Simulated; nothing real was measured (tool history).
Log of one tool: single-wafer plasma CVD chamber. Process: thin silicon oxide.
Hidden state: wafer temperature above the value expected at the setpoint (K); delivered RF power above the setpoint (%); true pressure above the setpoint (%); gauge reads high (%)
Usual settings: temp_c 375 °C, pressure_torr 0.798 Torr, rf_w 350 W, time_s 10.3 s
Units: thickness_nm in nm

| run | hour | temp_c | pressure_torr | rf_w | time_s | wafers since the last listed run | hours since the last thermocouple change | hours since the last RF generator calibration | hours since the last manometer calibration | hours since the showerhead was replaced | hours since the gauge calibration | read-back reference wafer on the same gauge, thickness_nm | thickness_nm |
|---|---|---|---|---|---|---|---|---|---|---|---|---|---|
| 1 | 0 | 375 | 0.798 | 350 | 10.3 | 0 | 1612.5 | 1172.8 | 2293.3 | 7491.6 | 52.5 | 19.983 | 20.81 |
| 2 | 14.9 | 375 | 0.798 | 350 | 10.3 | 483 | 1627.4 | 1187.7 | 2308.2 | 7506.5 | 67.4 | 20 | 20.756 |
| 3 | 42.3 | 368 | 0.798 | 350 | 10.3 | 888 | 1654.8 | 1215.1 | 2335.6 | 7533.9 | 94.8 | 20.001 | 20.903 |
|  | 73.4 | capacitance manometer re-zeroed and calibrated |
| 4 | 141.2 | 375 | 0.798 | 350 | 11.7 | 2947 | 1753.7 | 1314 | 67.8 | 7632.8 | 193.7 | 19.997 | 23.617 |
| 5 | 163.2 | 375 | 0.798 | 350 | 11.7 | 713 | 1775.7 | 1336 | 89.8 | 7654.8 | 215.7 | 20.021 | 23.523 |
| 6 | 181 | 375 | 0.798 | 350 | 10.3 | 577 | 1793.5 | 1353.8 | 107.6 | 7672.6 | 233.5 | 19.988 | 20.786 |
| 7 | 203.1 | 375 | 0.798 | 350 | 10.3 | 716 | 1815.6 | 1375.9 | 129.7 | 7694.7 | 255.6 | 19.991 | 20.613 |
| 8 | 233.2 | 380 | 0.798 | 280 | 12.3 | 975 | 1845.7 | 1406 | 159.8 | 7724.8 | 285.7 | 20.041 | 22.168 |
|  | 251.6 | showerhead replaced |
| 9 | 258.2 | 382 | 0.669 | 390 | 10.3 | 551 | 1870.7 | 1431 | 184.8 | 6.6 | 310.7 | 20.007 | 18.253 |
| 10 | 271.5 | 375 | 0.798 | 350 | 10.3 | 431 | 1884 | 1444.3 | 198.1 | 19.9 | 324 | 19.981 | 20.681 |
|  | 294.5 | thermocouple changed; heater temperature recalibrated |
| 11 | 295 | 383 | 0.917 | 350 | 9.3 | 502 | 0.5 | 1467.8 | 221.6 | 43.4 | 347.5 | 20.036 | 20.941 |
| 12 | 315 | 364 | 0.798 | 350 | 10.3 | 648 | 20.5 | 1487.8 | 241.6 | 63.4 | 367.5 | 20.005 | 20.802 |
| 13 | 333.3 | 375 | 0.798 | 350 | 10.3 | 593 | 38.8 | 1506.1 | 259.9 | 81.7 | 385.8 | 19.978 | 20.807 |
| 14 | 346.6 | 375 | 0.798 | 350 | 10.3 | 431 | 52.1 | 1519.4 | 273.2 | 95 | 399.1 | 19.989 | 20.699 |
| 15 | 369.8 | 375 | 0.654 | 415 | 10.3 | 752 | 75.3 | 1542.6 | 296.4 | 118.2 | 422.3 | 20.015 | 18.56 |
| 16 | 400.9 | 364 | 0.975 | 390 | 10.8 | 1008 | 106.4 | 1573.7 | 327.5 | 149.3 | 453.4 | 20.003 | 26.923 |
| 17 | 424.8 | 384 | 0.952 | 375 | 9.2 | 774 | 130.3 | 1597.6 | 351.4 | 173.2 | 477.3 | 20.001 | 22.036 |
| 18 | 453 | 360 | 0.881 | 350 | 8.7 | 914 | 158.5 | 1625.8 | 379.6 | 201.4 | 505.5 | 20.006 | 19.324 |
| 19 | 468.9 | 383 | 0.798 | 305 | 8.3 | 515 | 174.4 | 1641.7 | 395.5 | 217.3 | 521.4 | 20.003 | 15.459 |
|  | 477.5 | RF generator calibrated |
| 20 | 486.3 | 390 | 0.876 | 330 | 8.7 | 304 | 191.8 | 8.8 | 412.9 | 234.7 | 538.8 | 20.044 | 18.258 |
| 21 | 511.6 | 363 | 0.935 | 280 | 10.3 | 820 | 217.1 | 34.1 | 438.2 | 260 | 564.1 | 19.979 | 21.332 |
| 22 | 527.8 | 375 | 0.657 | 310 | 10.3 | 525 | 233.3 | 50.3 | 454.4 | 276.2 | 580.3 | 20.007 | 16.329 |
| 23 | 612.5 | 375 | 0.915 | 350 | 10.3 | 2746 | 318 | 135 | 539.1 | 360.9 | 665 | 19.951 | 23.306 |
| 24 | 634.1 | 375 | 0.798 | 370 | 10.3 | 700 | 339.6 | 156.6 | 560.7 | 382.5 | 686.6 | 19.989 | 21.4 |
|  | 658.2 | gauge calibrated |
| 25 | 658.4 | 382 | 0.985 | 390 | 9.2 | 787 | 363.9 | 180.9 | 585 | 406.8 | 0.2 | 19.979 | 22.86 |
| 26 | 678.7 | 380 | 0.798 | 325 | 10.3 | 658 | 384.2 | 201.2 | 605.3 | 427.1 | 20.5 | 20.022 | 19.939 |
| 27 | 697.5 | 375 | 0.654 | 415 | 10.3 | 609 | 403 | 220 | 624.1 | 445.9 | 39.3 | 20.017 | 18.432 |
| 28 | 718.4 | 375 | 0.658 | 350 | 10.3 | 677 | 423.9 | 240.9 | 645 | 466.8 | 60.2 | 19.984 | 17.29 |
| 29 | 746.7 | 383 | 0.985 | 325 | 11.6 | 917 | 452.2 | 269.2 | 673.3 | 495.1 | 88.5 | 20.015 | 26.842 |

Forecast each of these 4 alternatives for the next run:
| A | 747.1 | 375 | 0.798 | 350 | 10.3 | 12 | 452.6 | 269.6 | 673.7 | 495.5 | 88.9 | ? | ? |
| B | 747.1 | 360 | 0.664 | 350 | 11.6 | 12 | 452.6 | 269.6 | 673.7 | 495.5 | 88.9 | ? | ? |
| C | 747.1 | 366 | 0.798 | 350 | 10.3 | 12 | 452.6 | 269.6 | 673.7 | 495.5 | 88.9 | ? | ? |
| D | 747.1 | 365 | 0.798 | 350 | 10.3 | 12 | 452.6 | 269.6 | 673.7 | 495.5 | 88.9 | ? | ? |

| run | read-back reference wafer on the same gauge, thickness_nm | thickness_nm |
|---|---|---|
| A | 20.019 | 20.703 |
| B | 20.019 | 19.824 |
| C | 20.019 | 20.824 |
| D | 20.019 | 20.838 |
Without the tool's hidden state the same runs would have given:
| run | thickness_nm |
|---|---|
| A | 20.703 |
| B | 19.824 |
| C | 20.824 |
| D | 20.838 |
